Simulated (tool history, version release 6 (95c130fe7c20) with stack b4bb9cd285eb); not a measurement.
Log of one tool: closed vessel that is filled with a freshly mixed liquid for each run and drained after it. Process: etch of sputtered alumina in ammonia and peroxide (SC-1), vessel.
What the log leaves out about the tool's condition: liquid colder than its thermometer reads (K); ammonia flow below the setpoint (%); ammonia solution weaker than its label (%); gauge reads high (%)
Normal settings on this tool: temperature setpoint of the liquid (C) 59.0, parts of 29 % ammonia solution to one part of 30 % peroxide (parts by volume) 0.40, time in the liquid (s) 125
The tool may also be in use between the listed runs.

| run | day | temperature setpoint of the liquid (C) | parts of 29 % ammonia solution to one part of 30 % peroxide (parts by volume) | time in the liquid (s) | wafers since the last listed run | hours since the thermometer was replaced | hours since the ammonia flow meter was replaced | hours since the drum of ammonia solution was connected | hours since the gauge calibration | read-back film thickness of the sputtered alumina reference wafer, read on the same gauge (nm) | thickness taken off the sputtered alumina on a monitor wafer (Å) |
|---|---|---|---|---|---|---|---|---|---|---|---|
| 1 | 0.000 | 59.0 | 0.55 | 125 | 0 | 190.4 | 1726.8 | 890.2 | 1036.5 | 90.02 | 71.8 |
| 2 | 1.054 | 59.0 | 0.40 | 125 | 3143 | 215.7 | 1752.1 | 915.5 | 1061.8 | 90.01 | 70.0 |
| 3 | 2.275 | 59.0 | 0.40 | 125 | 3640 | 245.0 | 1781.4 | 944.8 | 1091.1 | 90.00 | 69.6 |
|  | 3.138 | new drum of ammonia solution connected |
| 4 | 4.388 | 59.0 | 0.40 | 125 | 6175 | 295.7 | 1832.1 | 30.0 | 1141.8 | 90.00 | 69.5 |
| 5 | 5.954 | 65.0 | 0.40 | 75 | 4672 | 333.3 | 1869.7 | 67.6 | 1179.4 | 89.97 | 56.4 |
| 6 | 8.921 | 65.0 | 0.40 | 75 | 8847 | 404.5 | 1940.9 | 138.8 | 1250.6 | 90.02 | 56.0 |
| 7 | 10.708 | 65.0 | 0.40 | 75 | 5330 | 447.4 | 1983.8 | 181.7 | 1293.5 | 89.99 | 56.1 |
| 8 | 13.271 | 59.0 | 0.40 | 100 | 7641 | 508.9 | 2045.3 | 243.2 | 1355.0 | 90.02 | 54.5 |
|  | 19.454 | thermometer replaced |
|  | 21.204 | ammonia flow meter replaced |
| 9 | 22.100 | 59.0 | 0.40 | 125 | 26081 | 63.5 | 21.5 | 455.1 | 1566.9 | 89.98 | 71.2 |
| 10 | 24.962 | 59.0 | 0.40 | 125 | 8536 | 132.2 | 90.2 | 523.8 | 1635.6 | 89.99 | 70.9 |
| 11 | 27.533 | 59.0 | 0.40 | 125 | 7666 | 193.9 | 151.9 | 585.5 | 1697.3 | 89.99 | 70.6 |
| 12 | 30.121 | 59.0 | 0.40 | 150 | 7716 | 256.0 | 214.0 | 647.6 | 1759.4 | 90.00 | 84.2 |
| 13 | 32.100 | 51.0 | 0.50 | 125 | 5902 | 303.5 | 261.5 | 695.1 | 1806.9 | 90.00 | 46.5 |
| 14 | 34.621 | 59.0 | 0.40 | 125 | 7517 | 364.0 | 322.0 | 755.6 | 1867.4 | 90.02 | 69.4 |
| 15 | 35.779 | 62.0 | 0.20 | 125 | 3454 | 391.8 | 349.8 | 783.4 | 1895.2 | 90.01 | 76.2 |
|  | 36.683 | gauge calibrated |
| 16 | 38.008 | 55.5 | 0.40 | 125 | 6647 | 445.3 | 403.3 | 836.9 | 31.8 | 90.02 | 57.8 |
| 17 | 40.025 | 55.5 | 0.30 | 125 | 6014 | 493.7 | 451.7 | 885.3 | 80.2 | 90.01 | 55.8 |

Forecast run 18:
|  | 40.088 | new drum of ammonia solution connected |
| 18 | 42.612 | 50.5 | 0.20 | 150 | 7592 | 555.8 | 513.8 | 60.6 | 142.3 | ? | ? |

read-back film thickness of the sputtered alumina reference wafer, read on the same gauge (nm): 89.99
thickness taken off the sputtered alumina on a monitor wafer (Å): 49.0
On a tool with no hidden condition, and with the same random variation, this run would have come out at thickness taken off the sputtered alumina on a monitor wafer (Å) 50.9.

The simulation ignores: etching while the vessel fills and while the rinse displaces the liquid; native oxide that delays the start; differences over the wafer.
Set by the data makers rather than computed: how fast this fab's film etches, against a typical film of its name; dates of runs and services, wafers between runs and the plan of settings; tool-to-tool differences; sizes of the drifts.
